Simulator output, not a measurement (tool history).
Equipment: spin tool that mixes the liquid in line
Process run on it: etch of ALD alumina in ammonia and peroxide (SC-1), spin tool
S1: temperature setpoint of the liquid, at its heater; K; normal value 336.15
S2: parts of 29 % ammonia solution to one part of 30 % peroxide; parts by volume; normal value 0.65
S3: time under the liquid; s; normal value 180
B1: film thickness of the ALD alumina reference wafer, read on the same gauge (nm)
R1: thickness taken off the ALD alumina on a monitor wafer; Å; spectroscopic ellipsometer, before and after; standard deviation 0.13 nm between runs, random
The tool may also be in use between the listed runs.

Run 1, hour 0: usual settings; B1 109.99. Result: R1 315.6 Å.
Run 2, hour 62: usual settings; B1 109.98. Result: R1 315.9 Å.
Run 3, hour 107.8: usual settings; B1 109.99. Result: R1 316.7 Å.
Run 4, hour 192.6: usual settings but S1 326.65 K, S3 240 s; B1 110. Result: R1 259.7 Å.
At hour 244.1: new drum of ammonia solution connected.
Run 5, hour 288.3: usual settings; B1 109.98. Result: R1 319.3 Å.
Run 6, hour 336.7: usual settings; B1 110. Result: R1 316.5 Å.
At hour 390.8: thermometer replaced.
Run 7, hour 405.7: usual settings but S1 342.65 K, S3 275 s; B1 109.99. Result: R1 659.4 Å.
Run 8, hour 474.8: usual settings but S1 328.15 K, S2 0.55 parts by volume, S3 215 s; B1 109.99. Result: R1 242.3 Å.
Run 9, hour 554.4: usual settings but S1 342.15 K, S2 0.45 parts by volume; B1 109.99. Result: R1 406.6 Å.
At hour 633.3: ammonia flow meter replaced.
At hour 701.9: heated supply line repaired.
Run 10, hour 702.4: usual settings but S1 333.15 K, S2 0.9 parts by volume, S3 275 s; B1 109.98. Result: R1 423.2 Å.
Run 11, hour 801.6: usual settings but S1 333.15 K, S2 0.35 parts by volume, S3 150 s; B1 110. Result: R1 211.1 Å.
Run 12, hour 857: usual settings but S1 332.15 K, S2 0.75 parts by volume, S3 215 s; B1 110.02. Result: R1 309.4 Å.
Run 13, hour 950.8: usual settings but S1 343.15 K, S3 140 s; B1 109.96. Result: R1 344.1 Å.
At hour 970.9: new drum of ammonia solution connected.
At hour 1032.7: gauge calibrated.
Run 14, hour 1048.5: usual settings but S3 220 s; B1 109.99. Result: R1 381.7 Å.
Run 15, hour 1156: usual settings; B1 109.99. Result: R1 312.9 Å.
Run 16, hour 1245.6: usual settings but S1 343.15 K, S2 0.55 parts by volume, S3 145 s; B1 110. Result: R1 348.3 Å.
Run 17, hour 1282: usual settings but S1 326.65 K, S2 0.85 parts by volume, S3 105 s; B1 110. Result: R1 114.9 Å.
At hour 1306.6: ammonia flow meter replaced.
Run 18, hour 1387.4: usual settings but S2 0.4 parts by volume; B1 109.99. Result: R1 300.1 Å.
Run 19, hour 1481.3: usual settings but S1 327.65 K; B1 110.01. Result: R1 201.7 Å.
Run 20, hour 1563: usual settings but S2 0.5 parts by volume, S3 120 s; B1 110.02. Result: R1 204.4 Å.
Run 21, hour 1623.2: usual settings but S1 343.15 K; B1 109.98. Result: R1 444.2 Å.
At hour 1698.5: new drum of ammonia solution connected.
Run 22, hour 1713.7: usual settings but S2 0.35 parts by volume, S3 250 s; B1 109.99. Result: R1 415 Å.
Run 23, hour 1766.1: usual settings but S1 339.65 K, S2 0.35 parts by volume; B1 109.99. Result: R1 354.4 Å.
Run 24, hour 1836: usual settings but S2 0.75 parts by volume; B1 109.99. Result: R1 322.4 Å.
At hour 2009.2: ammonia flow meter replaced.
Run 25, hour 2059.2: usual settings but S1 341.15 K, S3 250 s; B1 109.99. Result: R1 564 Å.
Run 26, hour 2109.7: usual settings but S3 230 s; B1 110. Result: R1 403.3 Å.

Alternative continuations, all from the tool just after run 26; predict every row:
Run A, hour 2110.2: usual settings; B1 ?. Result: R1 ?.
Run B, hour 2110.2: usual settings but S1 332.65 K, S2 0.5 parts by volume, S3 280 s; B1 ?. Result: R1 ?.
Run C, hour 2110.2: usual settings but S2 0.4 parts by volume, S3 250 s; B1 ?. Result: R1 ?.

run      B1     R1
  A  110.01  317.2
  B  110.01    403
  C  110.01  420.8
What these runs would have given with no unlogged condition in the tool:
run     R1
  A  312.5
  B  396.8
  C  414.6

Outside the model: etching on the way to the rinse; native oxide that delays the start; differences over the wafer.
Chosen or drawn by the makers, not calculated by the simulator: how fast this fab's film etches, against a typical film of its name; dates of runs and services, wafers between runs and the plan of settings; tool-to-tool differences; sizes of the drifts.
